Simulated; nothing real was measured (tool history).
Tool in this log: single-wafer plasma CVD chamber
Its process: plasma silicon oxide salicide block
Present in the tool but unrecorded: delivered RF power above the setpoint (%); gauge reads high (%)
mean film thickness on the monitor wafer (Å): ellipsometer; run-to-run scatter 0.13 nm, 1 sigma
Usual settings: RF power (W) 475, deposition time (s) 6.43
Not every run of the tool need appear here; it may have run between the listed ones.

run,hour,RF power (W),deposition time (s),wafers since the last listed run,hours since the last RF generator calibration,hours since the showerhead was replaced,hours since the gauge calibration,"read-back reference wafer on the same gauge, thickness_nm",mean film thickness on the monitor wafer (Å)
1,0,475,6.43,0,2055.4,5197.4,137.4,72.796,663.91
2,15.9,400,6.43,497,2071.3,5213.3,153.3,72.777,619.13
3,27.3,400,6.43,356,2082.7,5224.7,164.7,72.817,621
4,38.3,430,5.51,343,2093.7,5235.7,175.7,72.795,544.66
5,71.4,430,5.51,1034,2126.8,5268.8,208.8,72.809,546.46
6,80.8,430,5.51,293,2136.2,5278.2,218.2,72.796,545.54
7,93.1,475,6.43,384,2148.5,5290.5,230.5,72.785,663.68
8,107.3,475,6.43,443,2162.7,5304.7,244.7,72.807,659.5
9,115.9,475,6.43,268,2171.3,5313.3,253.3,72.769,661.54
10,130.5,475,6.43,456,2185.9,5327.9,267.9,72.845,663.47
11,145.3,475,6.43,462,2200.7,5342.7,282.7,72.823,664.11
12,154,475,6.43,272,2209.4,5351.4,291.4,72.802,660.97
13,162.5,475,5.55,265,2217.9,5359.9,299.9,72.827,571.59
14,174.1,475,5.55,362,2229.5,5371.5,311.5,72.819,574.66
15,180.9,475,5.62,212,2236.3,5378.3,318.3,72.817,578.91
16,197.7,475,6.43,525,2253.1,5395.1,335.1,72.806,662.94
17,211.2,475,6.43,422,2266.6,5408.6,348.6,72.801,663.9
18,223.6,475,6.43,387,2279,5421,361,72.78,661.97
# hour 246: showerhead replaced
19,246.5,475,6.43,465,2301.9,0.5,383.9,72.787,662.7
20,249.4,475,6.43,90,2304.8,3.4,386.8,72.83,663.06
21,258.1,475,7.45,272,2313.5,12.1,395.5,72.81,767.97
22,275.4,475,7.45,540,2330.8,29.4,412.8,72.812,767.56
23,289.3,475,6.43,434,2344.7,43.3,426.7,72.801,662.82
24,302.3,560,5.68,406,2357.7,56.3,439.7,72.815,623.37
25,317.5,530,7.65,475,2372.9,71.5,454.9,72.814,821.79
# hour 341: RF generator calibrated
26,341.5,410,5.64,500,0.5,95.5,478.9,72.825,569.76
27,347.7,415,5.62,193,6.7,101.7,485.1,72.804,570.49
28,365.4,390,5.92,553,24.4,119.4,502.8,72.814,584.02
29,376.9,475,6.43,359,35.9,130.9,514.3,72.803,686.91
30,392.9,475,6.43,500,51.9,146.9,530.3,72.778,688.62
31,402,560,7.03,284,61,156,539.4,72.808,797.58
# hour 404.8: gauge calibrated
32,408.9,475,7.45,215,67.9,162.9,4.1,72.814,795.23
33,421.2,420,7.41,384,80.2,175.2,16.4,72.821,755.19
34,435.2,475,6.43,437,94.2,189.2,30.4,72.811,684.34
35,445.5,565,7.05,322,104.5,199.5,40.7,72.776,802.89
36,485.9,475,6.43,1263,144.9,239.9,81.1,72.79,682.74
37,502.5,400,6.43,518,161.5,256.5,97.7,72.826,638.69
38,517.6,510,5.5,472,176.6,271.6,112.8,72.806,599.22
39,534.6,400,6.43,531,193.6,288.6,129.8,72.789,634.49
40,545.9,525,7.53,353,204.9,299.9,141.1,72.826,829.43
41,581.5,525,6.43,1113,240.5,335.5,176.7,72.792,709.63
42,590,430,7.34,265,249,344,185.2,72.802,747.75
43,599.6,445,6.81,300,258.6,353.6,194.8,72.788,703.74
44,610,425,5.17,325,269,364,205.2,72.814,523.29
45,622,540,6.89,375,281,376,217.2,72.784,765.47

3 options for the next run, each taken on its own from the tool as it stands now. Forecast them:
A,622.4,475,6.43,12,281.4,376.4,217.6,?,?
B,622.4,525,7.41,12,281.4,376.4,217.6,?,?
C,622.4,395,6.43,12,281.4,376.4,217.6,?,?

run,"read-back reference wafer on the same gauge, thickness_nm",mean film thickness on the monitor wafer (Å)
A,72.815,679.77
B,72.815,814.02
C,72.815,631.37
With no hidden state in the tool, these same runs would have given:
run,mean film thickness on the monitor wafer (Å)
A,688.96
B,825.01
C,639.9
